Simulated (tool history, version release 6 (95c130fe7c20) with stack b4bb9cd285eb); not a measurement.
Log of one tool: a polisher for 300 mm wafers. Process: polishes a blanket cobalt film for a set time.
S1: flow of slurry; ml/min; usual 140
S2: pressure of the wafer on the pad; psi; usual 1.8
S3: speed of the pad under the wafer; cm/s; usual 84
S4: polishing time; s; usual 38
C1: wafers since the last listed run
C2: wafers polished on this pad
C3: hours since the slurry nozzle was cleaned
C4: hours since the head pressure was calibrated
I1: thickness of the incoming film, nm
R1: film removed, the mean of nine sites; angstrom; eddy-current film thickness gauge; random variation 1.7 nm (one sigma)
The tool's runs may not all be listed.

{"run": 1, "hour": 0.0, "S1": 140, "S2": 1.8, "S3": 84, "S4": 38, "C1": 0, "C2": 5328, "C3": 224.8, "C4": 593.6, "I1": 1262.4, "R1": 1247}
{"run": 2, "hour": 87.4, "S1": 155, "S2": 1.4, "S3": 84, "S4": 38, "C1": 1071, "C2": 6400, "C3": 312.2, "C4": 681, "I1": 1233.7, "R1": 992}
{"run": 3, "hour": 168.4, "S1": 155, "S2": 1.4, "S3": 84, "S4": 38, "C1": 992, "C2": 7392, "C3": 393.2, "C4": 762, "I1": 1236.9, "R1": 950}
{"run": 4, "hour": 232.8, "S1": 155, "S2": 1.4, "S3": 84, "S4": 38, "C1": 789, "C2": 8181, "C3": 457.6, "C4": 826.4, "I1": 1263.2, "R1": 944}
{"hour": 277.9, "done": "worn pad replaced by a new one"}
{"run": 5, "hour": 278.4, "S1": 140, "S2": 2, "S3": 84, "S4": 38, "C1": 509, "C2": 6, "C3": 503.2, "C4": 872, "I1": 1272.9, "R1": 1437}
{"run": 6, "hour": 317.6, "S1": 140, "S2": 2, "S3": 84, "S4": 38, "C1": 480, "C2": 487, "C3": 542.4, "C4": 911.2, "I1": 1246.7, "R1": 1439}
{"run": 7, "hour": 360.9, "S1": 140, "S2": 2.2, "S3": 92, "S4": 38, "C1": 530, "C2": 1017, "C3": 585.7, "C4": 954.5, "I1": 1245.9, "R1": 1666}
{"run": 8, "hour": 460.5, "S1": 140, "S2": 2.2, "S3": 92, "S4": 38, "C1": 1220, "C2": 2238, "C3": 685.3, "C4": 1054.1, "I1": 1250.1, "R1": 1677}
{"hour": 465.7, "done": "slurry nozzle cleaned"}
{"run": 9, "hour": 525.2, "S1": 140, "S2": 1.8, "S3": 84, "S4": 38, "C1": 780, "C2": 3019, "C3": 59.5, "C4": 1118.8, "I1": 1260.1, "R1": 1297}
{"run": 10, "hour": 621.9, "S1": 140, "S2": 1.8, "S3": 84, "S4": 38, "C1": 1185, "C2": 4204, "C3": 156.2, "C4": 1215.5, "I1": 1227.2, "R1": 1260}
{"run": 11, "hour": 672.8, "S1": 140, "S2": 1.8, "S3": 84, "S4": 38, "C1": 623, "C2": 4827, "C3": 207.1, "C4": 1266.4, "I1": 1254.9, "R1": 1278}
{"run": 12, "hour": 773.1, "S1": 140, "S2": 1.8, "S3": 84, "S4": 38, "C1": 1229, "C2": 6057, "C3": 307.4, "C4": 1366.7, "I1": 1256.5, "R1": 1248}
{"run": 13, "hour": 842.1, "S1": 140, "S2": 1.8, "S3": 84, "S4": 38, "C1": 845, "C2": 6902, "C3": 376.4, "C4": 1435.7, "I1": 1249.2, "R1": 1226}
{"run": 14, "hour": 926.4, "S1": 140, "S2": 1.8, "S3": 84, "S4": 38, "C1": 1033, "C2": 7935, "C3": 460.7, "C4": 1520, "I1": 1247.3, "R1": 1202}
{"hour": 962.7, "done": "head pressure recalibrated"}
{"hour": 1006.0, "done": "worn pad replaced by a new one"}
{"run": 15, "hour": 1023.9, "S1": 140, "S2": 1.8, "S3": 84, "S4": 38, "C1": 1121, "C2": 219, "C3": 558.2, "C4": 61.2, "I1": 1251.3, "R1": 1303}
{"run": 16, "hour": 1095.2, "S1": 140, "S2": 1.8, "S3": 84, "S4": 38, "C1": 873, "C2": 1093, "C3": 629.5, "C4": 132.5, "I1": 1264.1, "R1": 1302}
{"run": 17, "hour": 1168.7, "S1": 140, "S2": 1.8, "S3": 84, "S4": 38, "C1": 900, "C2": 1994, "C3": 703, "C4": 206, "I1": 1239.4, "R1": 1294}
{"run": 18, "hour": 1252.4, "S1": 165, "S2": 1.8, "S3": 62, "S4": 38, "C1": 1025, "C2": 3019, "C3": 786.7, "C4": 289.7, "I1": 1268.8, "R1": 1088}
{"hour": 1257.8, "done": "slurry nozzle cleaned"}
{"run": 19, "hour": 1327.8, "S1": 140, "S2": 2.3, "S3": 84, "S4": 51, "C1": 911, "C2": 3931, "C3": 70, "C4": 365.1, "I1": 1236.1, "R1": 2219}
{"run": 20, "hour": 1418.1, "S1": 165, "S2": 1.4, "S3": 110, "S4": 46, "C1": 1106, "C2": 5038, "C3": 160.3, "C4": 455.4, "I1": 1253, "R1": 1501}
{"hour": 1682.2, "done": "worn pad replaced by a new one"}
{"run": 21, "hour": 1688.2, "S1": 140, "S2": 2.2, "S3": 70, "S4": 46, "C1": 3261, "C2": 74, "C3": 430.4, "C4": 725.5, "I1": 1253, "R1": 1688}
{"run": 22, "hour": 1742.5, "S1": 95, "S2": 2.3, "S3": 74, "S4": 38, "C1": 665, "C2": 739, "C3": 484.7, "C4": 779.8, "I1": 1255.4, "R1": 1471}
{"run": 23, "hour": 1850.3, "S1": 140, "S2": 1.8, "S3": 84, "S4": 38, "C1": 1321, "C2": 2060, "C3": 592.5, "C4": 887.6, "I1": 1223.3, "R1": 1297}
{"run": 24, "hour": 1938.1, "S1": 160, "S2": 1.8, "S3": 112, "S4": 38, "C1": 1076, "C2": 3136, "C3": 680.3, "C4": 975.4, "I1": 1249.3, "R1": 1599}
{"run": 25, "hour": 2033.1, "S1": 140, "S2": 1.8, "S3": 84, "S4": 38, "C1": 1164, "C2": 4300, "C3": 775.3, "C4": 1070.4, "I1": 1238.6, "R1": 1294}
{"hour": 2042.0, "done": "slurry nozzle cleaned"}
{"run": 26, "hour": 2123.6, "S1": 180, "S2": 1.8, "S3": 84, "S4": 38, "C1": 1096, "C2": 5397, "C3": 81.6, "C4": 1160.9, "I1": 1265.8, "R1": 1285}
{"run": 27, "hour": 2217.4, "S1": 140, "S2": 1.8, "S3": 84, "S4": 38, "C1": 1149, "C2": 6547, "C3": 175.4, "C4": 1254.7, "I1": 1248.1, "R1": 1219}
{"run": 28, "hour": 2275.8, "S1": 140, "S2": 1.6, "S3": 98, "S4": 29, "C1": 715, "C2": 7263, "C3": 233.8, "C4": 1313.1, "I1": 1247.6, "R1": 924}
{"hour": 2287.3, "done": "worn pad replaced by a new one"}
{"run": 29, "hour": 2374.5, "S1": 140, "S2": 1.8, "S3": 84, "S4": 38, "C1": 1160, "C2": 1068, "C3": 332.5, "C4": 1411.8, "I1": 1231.5, "R1": 1279}
{"run": 30, "hour": 2432.9, "S1": 175, "S2": 2.3, "S3": 84, "S4": 43, "C1": 715, "C2": 1783, "C3": 390.9, "C4": 1470.2, "I1": 1257.1, "R1": 1921}
{"run": 31, "hour": 2539.9, "S1": 140, "S2": 1.8, "S3": 84, "S4": 38, "C1": 1311, "C2": 3095, "C3": 497.9, "C4": 1577.2, "I1": 1239.3, "R1": 1296}
{"run": 32, "hour": 2579.4, "S1": 140, "S2": 1.8, "S3": 84, "S4": 38, "C1": 484, "C2": 3579, "C3": 537.4, "C4": 1616.7, "I1": 1248.5, "R1": 1268}
{"hour": 2589.5, "done": "head pressure recalibrated"}
{"run": 33, "hour": 2657.3, "S1": 180, "S2": 1.8, "S3": 84, "S4": 38, "C1": 930, "C2": 4509, "C3": 615.3, "C4": 67.8, "I1": 1257.1, "R1": 1308}
{"hour": 2685.0, "done": "slurry nozzle cleaned"}
{"run": 34, "hour": 2750.6, "S1": 140, "S2": 1.8, "S3": 84, "S4": 38, "C1": 1131, "C2": 5640, "C3": 65.6, "C4": 161.1, "I1": 1267.2, "R1": 1269}
{"run": 35, "hour": 2850.1, "S1": 110, "S2": 1.8, "S3": 84, "S4": 48, "C1": 1219, "C2": 6860, "C3": 165.1, "C4": 260.6, "I1": 1246.6, "R1": 1513}
{"hour": 2884.8, "done": "worn pad replaced by a new one"}
{"run": 36, "hour": 2890.7, "S1": 180, "S2": 2.1, "S3": 84, "S4": 38, "C1": 448, "C2": 72, "C3": 205.7, "C4": 301.2, "I1": 1256.9, "R1": 1535}
{"run": 37, "hour": 2997.5, "S1": 115, "S2": 1.6, "S3": 54, "S4": 34, "C1": 1308, "C2": 1381, "C3": 312.5, "C4": 408, "I1": 1233, "R1": 754}

4 ways to go on from here, each from the tool as it stands after run 37. What would each give?
{"run": "A", "hour": 2997.9, "S1": 140, "S2": 1.4, "S3": 84, "S4": 38, "C1": 4, "C2": 1386, "C3": 312.9, "C4": 408.4, "I1": 1268.6, "R1": "?"}
{"run": "B", "hour": 2997.9, "S1": 100, "S2": 2.3, "S3": 76, "S4": 46, "C1": 4, "C2": 1386, "C3": 312.9, "C4": 408.4, "I1": 1268.6, "R1": "?"}
{"run": "C", "hour": 2997.9, "S1": 140, "S2": 1.8, "S3": 64, "S4": 38, "C1": 4, "C2": 1386, "C3": 312.9, "C4": 408.4, "I1": 1268.6, "R1": "?"}
{"run": "D", "hour": 2997.9, "S1": 140, "S2": 1.8, "S3": 84, "S4": 28, "C1": 4, "C2": 1386, "C3": 312.9, "C4": 408.4, "I1": 1268.6, "R1": "?"}

run=A R1=1003
run=B R1=1788
run=C R1=1085
run=D R1=950
Without the tool's hidden state the same runs would have given:
run=A R1=1018
run=B R1=1815
run=C R1=1101
run=D R1=964

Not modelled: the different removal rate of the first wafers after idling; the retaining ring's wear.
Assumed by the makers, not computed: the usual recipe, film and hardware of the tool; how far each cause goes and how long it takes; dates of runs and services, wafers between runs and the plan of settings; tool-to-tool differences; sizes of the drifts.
